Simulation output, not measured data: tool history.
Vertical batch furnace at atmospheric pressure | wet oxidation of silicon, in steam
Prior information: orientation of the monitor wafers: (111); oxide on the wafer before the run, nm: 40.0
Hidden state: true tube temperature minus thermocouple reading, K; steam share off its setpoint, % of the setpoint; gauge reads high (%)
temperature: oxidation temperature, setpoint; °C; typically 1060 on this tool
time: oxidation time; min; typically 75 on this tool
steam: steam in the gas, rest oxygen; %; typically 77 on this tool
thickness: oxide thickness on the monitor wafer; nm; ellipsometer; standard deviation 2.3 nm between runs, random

run,hour,temperature,time,steam,wafers since the last listed run,hours since the last temperature calibration,hours since the steam generator was serviced,hours since the gauge calibration,"read-back reference wafer on the same gauge, thickness",thickness
1,0,1060,75,70,0,3609.3,1019.8,535.3,492.16,550.31
2,15,1060,75,70,114,3624.3,1034.8,550.3,492.94,551.47
3,29.3,1060,75,71,109,3638.6,1049.1,564.6,492.8,555.1
4,58.4,1060,75,71,222,3667.7,1078.2,593.7,493.09,554.56
5,79.4,1060,98.5,77,160,3688.7,1099.2,614.7,493,677.12
6,101,1060,98.5,77,165,3710.3,1120.8,636.3,493.03,673.95
7,132.5,1060,75,77,241,3741.8,1152.3,667.8,493.33,580.24
8,148.6,1060,75,77,123,3757.9,1168.4,683.9,493.73,582.46
9,170.1,1060,75,69,164,3779.4,1189.9,705.4,492.82,551.39
10,197.1,1060,75,77,206,3806.4,1216.9,732.4,492.97,576.82
11,221.5,1060,75,77,186,3830.8,1241.3,756.8,493.07,583.66
12,233.9,1060,75,77,94,3843.2,1253.7,769.2,492.9,580.71
# hour 240.5: gauge calibrated
# hour 266.3: steam generator serviced
13,266.8,1060,75,77,68,3876.1,0.5,26.3,493.22,574.27
# hour 296.3: thermocouples replaced and temperature profile calibrated
14,296.8,1060,75,77,45,0.5,30.5,56.3,492.43,565.87
15,313.5,1060,75,77,127,17.2,47.2,73,492.68,569.87
16,336.2,1051,40,89,173,39.9,69.9,95.7,492.8,416.07
17,358.2,1040,90.5,77,168,61.9,91.9,117.7,492.55,578.12
18,376.5,1048,104.5,67,140,80.2,110.2,136,493.22,600.42
19,404.1,1074,53,71,211,107.8,137.8,163.6,493,471.03
# hour 443.2: steam generator serviced, repeated, since the last time left the tool worse
20,443.7,1060,75,80,119,147.4,0.5,203.2,493.12,607.45
21,451.4,1079,64.5,82,58,155.1,8.2,210.9,492.82,610.99
22,473.8,1060,75,77,171,177.5,30.6,233.3,492.61,594.72
23,493.5,1081,75,77,150,197.2,50.3,253,493.5,644.51
24,517.8,1060,55.5,81,186,221.5,74.6,277.3,493.13,521.69
25,542,1053,38,66,185,245.7,98.8,301.5,493.45,362.36
26,556.2,1060,90.5,85,108,259.9,113,315.7,492.71,691.86
27,572,1039,102,69,120,275.7,128.8,331.5,492.79,609.31
28,594.7,1045,107,89,173,298.4,151.5,354.2,492.57,739.51
29,609.1,1051,75,84,110,312.8,165.9,368.6,492.71,598.57
30,639.6,1040,75,65,233,343.3,196.4,399.1,493.16,497.88
31,651.7,1060,75,77,92,355.4,208.5,411.2,492.67,590.02
32,686,1060,75,77,262,389.7,242.8,445.5,492.55,587.74
33,702,1060,75,71,122,405.7,258.8,461.5,492.44,563.19
34,723.2,1060,85,66,162,426.9,280,482.7,493.41,576.63
35,753.2,1039,57.5,77,229,456.9,310,512.7,492.94,465.41
36,770.6,1049,106.5,66,133,474.3,327.4,530.1,492.71,624.06
37,790.6,1060,75,70,153,494.3,347.4,550.1,493.01,558.51
38,820.3,1052,62.5,67,227,524,377.1,579.8,493.17,479.1

Branching from run 38: 4 alternative next runs. What would each branch give?
A,826.3,1060,75,77,45,530,383.1,585.8,?,?
B,826.3,1060,112,77,45,530,383.1,585.8,?,?
C,826.3,1060,75,68,45,530,383.1,585.8,?,?
D,826.3,1047,98,82,45,530,383.1,585.8,?,?

run,"read-back reference wafer on the same gauge, thickness",thickness
A,493.2,584.61
B,493.2,727.13
C,493.2,546.07
D,493.2,666.34
Without the tool's unlogged condition, the same runs would have read:
run,thickness
A,595.84
B,740.93
C,556.6
D,679.17
